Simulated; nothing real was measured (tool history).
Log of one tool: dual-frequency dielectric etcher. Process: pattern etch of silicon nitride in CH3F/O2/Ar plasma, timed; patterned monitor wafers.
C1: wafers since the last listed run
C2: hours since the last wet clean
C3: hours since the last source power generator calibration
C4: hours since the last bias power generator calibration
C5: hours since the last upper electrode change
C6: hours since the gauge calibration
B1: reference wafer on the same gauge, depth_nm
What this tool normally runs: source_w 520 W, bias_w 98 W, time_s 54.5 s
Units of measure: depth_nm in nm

{"run": 1, "hour": 0.0, "source_w": 520, "bias_w": 98, "time_s": 54.5, "C1": 0, "C2": 410.8, "C3": 3386.1, "C4": 2633.6, "C5": 4548.6, "C6": 84.3, "B1": 57.65, "depth_nm": 49.67}
{"run": 2, "hour": 13.6, "source_w": 520, "bias_w": 98, "time_s": 54.5, "C1": 142, "C2": 424.4, "C3": 3399.7, "C4": 2647.2, "C5": 4562.2, "C6": 97.9, "B1": 57.71, "depth_nm": 49.76}
{"run": 3, "hour": 28.6, "source_w": 520, "bias_w": 98, "time_s": 54.5, "C1": 157, "C2": 439.4, "C3": 3414.7, "C4": 2662.2, "C5": 4577.2, "C6": 112.9, "B1": 57.72, "depth_nm": 49.68}
{"run": 4, "hour": 66.9, "source_w": 520, "bias_w": 98, "time_s": 54.5, "C1": 401, "C2": 477.7, "C3": 3453, "C4": 2700.5, "C5": 4615.5, "C6": 151.2, "B1": 57.7, "depth_nm": 49.6}
{"run": 5, "hour": 76.2, "source_w": 520, "bias_w": 98, "time_s": 54.5, "C1": 97, "C2": 487, "C3": 3462.3, "C4": 2709.8, "C5": 4624.8, "C6": 160.5, "B1": 57.66, "depth_nm": 49.83}
{"run": 6, "hour": 86.1, "source_w": 520, "bias_w": 98, "time_s": 66.5, "C1": 103, "C2": 496.9, "C3": 3472.2, "C4": 2719.7, "C5": 4634.7, "C6": 170.4, "B1": 57.73, "depth_nm": 60.67}
{"run": 7, "hour": 95.6, "source_w": 520, "bias_w": 98, "time_s": 66.5, "C1": 99, "C2": 506.4, "C3": 3481.7, "C4": 2729.2, "C5": 4644.2, "C6": 179.9, "B1": 57.7, "depth_nm": 60.69}
{"run": 8, "hour": 103.8, "source_w": 520, "bias_w": 98, "time_s": 54.5, "C1": 85, "C2": 514.6, "C3": 3489.9, "C4": 2737.4, "C5": 4652.4, "C6": 188.1, "B1": 57.73, "depth_nm": 49.69}
{"run": 9, "hour": 116.4, "source_w": 550, "bias_w": 98, "time_s": 42, "C1": 132, "C2": 527.2, "C3": 3502.5, "C4": 2750, "C5": 4665, "C6": 200.7, "B1": 57.73, "depth_nm": 39.68}
{"hour": 141.0, "done": "wet clean of the chamber"}
{"run": 10, "hour": 141.5, "source_w": 520, "bias_w": 98, "time_s": 54.5, "C1": 11, "C2": 0.5, "C3": 3527.6, "C4": 2775.1, "C5": 4690.1, "C6": 225.8, "B1": 57.7, "depth_nm": 49.16}
{"run": 11, "hour": 143.2, "source_w": 520, "bias_w": 98, "time_s": 54.5, "C1": 17, "C2": 2.2, "C3": 3529.3, "C4": 2776.8, "C5": 4691.8, "C6": 227.5, "B1": 57.76, "depth_nm": 49.14}
{"hour": 155.7, "done": "source power generator calibrated"}
{"run": 12, "hour": 156.2, "source_w": 430, "bias_w": 98, "time_s": 54.5, "C1": 94, "C2": 15.2, "C3": 0.5, "C4": 2789.8, "C5": 4704.8, "C6": 240.5, "B1": 57.7, "depth_nm": 43.42}
{"run": 13, "hour": 163.9, "source_w": 430, "bias_w": 98, "time_s": 54.5, "C1": 80, "C2": 22.9, "C3": 8.2, "C4": 2797.5, "C5": 4712.5, "C6": 248.2, "B1": 57.76, "depth_nm": 43.68}
{"run": 14, "hour": 179.3, "source_w": 430, "bias_w": 98, "time_s": 54.5, "C1": 161, "C2": 38.3, "C3": 23.6, "C4": 2812.9, "C5": 4727.9, "C6": 263.6, "B1": 57.68, "depth_nm": 43.5}
{"hour": 213.8, "done": "upper electrode replaced"}
{"run": 15, "hour": 214.3, "source_w": 430, "bias_w": 98, "time_s": 54.5, "C1": 115, "C2": 73.3, "C3": 58.6, "C4": 2847.9, "C5": 0.5, "C6": 298.6, "B1": 57.73, "depth_nm": 43.47}
{"run": 16, "hour": 214.7, "source_w": 520, "bias_w": 77, "time_s": 54.5, "C1": 4, "C2": 73.7, "C3": 59, "C4": 2848.3, "C5": 0.9, "C6": 299, "B1": 57.71, "depth_nm": 45.91}
{"run": 17, "hour": 222.3, "source_w": 400, "bias_w": 83, "time_s": 66, "C1": 79, "C2": 81.3, "C3": 66.6, "C4": 2855.9, "C5": 8.5, "C6": 306.6, "B1": 57.72, "depth_nm": 47.74}
{"run": 18, "hour": 264.7, "source_w": 520, "bias_w": 98, "time_s": 67, "C1": 444, "C2": 123.7, "C3": 109, "C4": 2898.3, "C5": 50.9, "C6": 349, "B1": 57.72, "depth_nm": 60.64}
{"run": 19, "hour": 297.1, "source_w": 520, "bias_w": 98, "time_s": 54.5, "C1": 339, "C2": 156.1, "C3": 141.4, "C4": 2930.7, "C5": 83.3, "C6": 381.4, "B1": 57.69, "depth_nm": 49.35}
{"run": 20, "hour": 313.8, "source_w": 610, "bias_w": 89, "time_s": 54.5, "C1": 175, "C2": 172.8, "C3": 158.1, "C4": 2947.4, "C5": 100, "C6": 398.1, "B1": 57.74, "depth_nm": 52.59}
{"run": 21, "hour": 328.6, "source_w": 520, "bias_w": 98, "time_s": 38.5, "C1": 155, "C2": 187.6, "C3": 172.9, "C4": 2962.2, "C5": 114.8, "C6": 412.9, "B1": 57.69, "depth_nm": 34.79}
{"hour": 332.8, "done": "gauge calibrated"}
{"hour": 347.8, "done": "bias power generator calibrated"}
{"run": 22, "hour": 348.3, "source_w": 480, "bias_w": 112, "time_s": 48, "C1": 164, "C2": 207.3, "C3": 192.6, "C4": 0.5, "C5": 134.5, "C6": 15.5, "B1": 57.74, "depth_nm": 43.04}
{"run": 23, "hour": 366.3, "source_w": 520, "bias_w": 78, "time_s": 54.5, "C1": 188, "C2": 225.3, "C3": 210.6, "C4": 18.5, "C5": 152.5, "C6": 33.5, "B1": 57.7, "depth_nm": 46.14}
{"run": 24, "hour": 394.2, "source_w": 570, "bias_w": 98, "time_s": 54.5, "C1": 292, "C2": 253.2, "C3": 238.5, "C4": 46.4, "C5": 180.4, "C6": 61.4, "B1": 57.66, "depth_nm": 52.09}
{"run": 25, "hour": 408.4, "source_w": 550, "bias_w": 98, "time_s": 68, "C1": 148, "C2": 267.4, "C3": 252.7, "C4": 60.6, "C5": 194.6, "C6": 75.6, "B1": 57.73, "depth_nm": 63.88}
{"run": 26, "hour": 418.5, "source_w": 520, "bias_w": 87, "time_s": 64, "C1": 105, "C2": 277.5, "C3": 262.8, "C4": 70.7, "C5": 204.7, "C6": 85.7, "B1": 57.72, "depth_nm": 56.05}
{"run": 27, "hour": 432.7, "source_w": 590, "bias_w": 109, "time_s": 67.5, "C1": 148, "C2": 291.7, "C3": 277, "C4": 84.9, "C5": 218.9, "C6": 99.9, "B1": 57.71, "depth_nm": 67.89}
{"run": 28, "hour": 450.7, "source_w": 410, "bias_w": 109, "time_s": 63, "C1": 188, "C2": 309.7, "C3": 295, "C4": 102.9, "C5": 236.9, "C6": 117.9, "B1": 57.65, "depth_nm": 50.74}

Below are 3 alternative next runs, each starting from the tool's condition after run 28. Predict each:
{"run": "A", "hour": 451.1, "source_w": 520, "bias_w": 98, "time_s": 68, "C1": 4, "C2": 310.1, "C3": 295.4, "C4": 103.3, "C5": 237.3, "C6": 118.3, "B1": "?", "depth_nm": "?"}
{"run": "B", "hour": 451.1, "source_w": 470, "bias_w": 98, "time_s": 43, "C1": 4, "C2": 310.1, "C3": 295.4, "C4": 103.3, "C5": 237.3, "C6": 118.3, "B1": "?", "depth_nm": "?"}
{"run": "C", "hour": 451.1, "source_w": 440, "bias_w": 84, "time_s": 45.5, "C1": 4, "C2": 310.1, "C3": 295.4, "C4": 103.3, "C5": 237.3, "C6": 118.3, "B1": "?", "depth_nm": "?"}

run=A B1=57.7 depth_nm=62.02
run=B B1=57.7 depth_nm=36.84
run=C B1=57.7 depth_nm=35.65
Without the tool's unlogged condition, the same runs would have read:
run=A depth_nm=61.49
run=B depth_nm=36.53
run=C depth_nm=35.35
